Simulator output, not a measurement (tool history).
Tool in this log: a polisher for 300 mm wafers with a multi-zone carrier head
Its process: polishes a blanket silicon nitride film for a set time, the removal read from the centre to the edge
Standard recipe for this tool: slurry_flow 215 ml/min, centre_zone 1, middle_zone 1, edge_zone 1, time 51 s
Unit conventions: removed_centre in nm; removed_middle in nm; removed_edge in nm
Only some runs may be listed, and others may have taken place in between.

run	hour	slurry_flow	centre_zone	middle_zone	edge_zone	time	wafers since the last listed run	wafers polished on this pad	hours since the slurry nozzle was cleaned	hours since the centre zone pressure was calibrated	hours since the edge zone pressure was calibrated	hours since the carrier head's membrane was replaced	incoming thickness of the incoming film, nm	removed_centre	removed_middle	removed_edge
1	0	215	1	1	1	51	0	442	153.2	642.5	844.9	888.2	577.3	104.6	99.2	97.8
2	49.5	215	1	1	1	51	398	840	202.7	692	894.4	937.7	571	105.2	101	97.9
3	86.9	215	1	1	1	40	301	1142	240.1	729.4	931.8	975.1	571	82.3	78.1	77.4
4	122	215	1	1	1	40	282	1424	275.2	764.5	966.9	1010.2	581.4	82	79	78.8
# hour 126.8: worn pad replaced by a new one
5	210.9	215	1	1	1	40	683	677	364.1	853.4	1055.8	1099.1	571.3	82.1	79.6	76.5
6	237.9	215	1	1.08	1	51	217	895	391.1	880.4	1082.8	1126.1	578.2	105	106	98.4
# hour 271.2: slurry nozzle cleaned
# hour 309.9: worn pad replaced by a new one
7	335.9	215	1	1.08	1	51	749	209	64.7	978.4	1180.8	1224.1	578.3	105.7	107.3	99.1
8	394.6	215	1	1.08	1	51	472	682	123.4	1037.1	1239.5	1282.8	568.1	106.7	107.5	97.5
9	420.6	215	1	1	0.94	51	209	891	149.4	1063.1	1265.5	1308.8	576.1	106.4	99.2	96
# hour 440.1: centre zone pressure recalibrated
10	455.1	215	1	1	0.94	51	261	1153	183.9	15	1300	1343.3	580.6	109	101.5	97.1
# hour 502.7: worn pad replaced by a new one
11	510.4	215	1	1	1	51	413	61	239.2	70.3	1355.3	1398.6	585.3	111.1	99.2	98.7
12	566.3	285	1	1	1	58	450	512	295.1	126.2	1411.2	1454.5	579.9	130.4	117.9	115.2
# hour 610.9: edge zone pressure recalibrated
# hour 614.1: centre zone pressure recalibrated, repeated, since the last time left the tool worse
# hour 617.1: carrier head's membrane replaced by a new one
13	626.5	215	1	1	1	42	428	940	355.3	12.4	15.6	9.4	583.9	82.4	83.2	80.8
14	657.9	215	1	1	1	46	252	1193	386.7	43.8	47	40.8	589.8	89.8	90.8	87.7
# hour 696.9: worn pad replaced by a new one
15	711.5	215	1	1	1	35	399	117	440.3	97.4	100.6	94.4	573.4	69.9	69.2	66.3
# hour 716.5: slurry nozzle cleaned
16	747.5	275	1	1	1	51	281	399	31	133.4	136.6	130.4	579.3	104.5	103.4	102.9
17	812.4	215	1	1	1	51	522	922	95.9	198.3	201.5	195.3	589.6	100.4	99.3	99.8
18	867.6	285	1	1	1	58	444	1366	151.1	253.5	256.7	250.5	575.7	119	118.1	115.7
# hour 885.8: worn pad replaced by a new one
19	932.2	190	1	1	0.91	51	488	373	215.7	318.1	321.3	315.1	578	99.7	98.5	94.8
20	977.5	215	1	1	1	33	364	738	261	363.4	366.6	360.4	575.5	65.8	65.1	65.2

4 options for the next run, each taken on its own from the tool as it stands now. Forecast them:
A	977.9	215	1	1	1	51	3	741	261.4	363.8	367	360.8	586.8	?	?	?
B	977.9	185	0.95	1	1.04	58	3	741	261.4	363.8	367	360.8	586.8	?	?	?
C	977.9	290	1	0.89	1	51	3	741	261.4	363.8	367	360.8	586.8	?	?	?
D	977.9	215	1	1	0.9	51	3	741	261.4	363.8	367	360.8	586.8	?	?	?

run	removed_centre	removed_middle	removed_edge
A	102.7	100.1	98.4
B	108.3	111.5	112.3
C	106.6	94	101.2
D	102.7	100.1	93.7
With no hidden state in the tool, these same runs would have given:
run	removed_centre	removed_middle	removed_edge
A	100.4	100.1	98.4
B	105.9	111.5	112.3
C	104.2	94	101.2
D	100.4	100.1	93.7

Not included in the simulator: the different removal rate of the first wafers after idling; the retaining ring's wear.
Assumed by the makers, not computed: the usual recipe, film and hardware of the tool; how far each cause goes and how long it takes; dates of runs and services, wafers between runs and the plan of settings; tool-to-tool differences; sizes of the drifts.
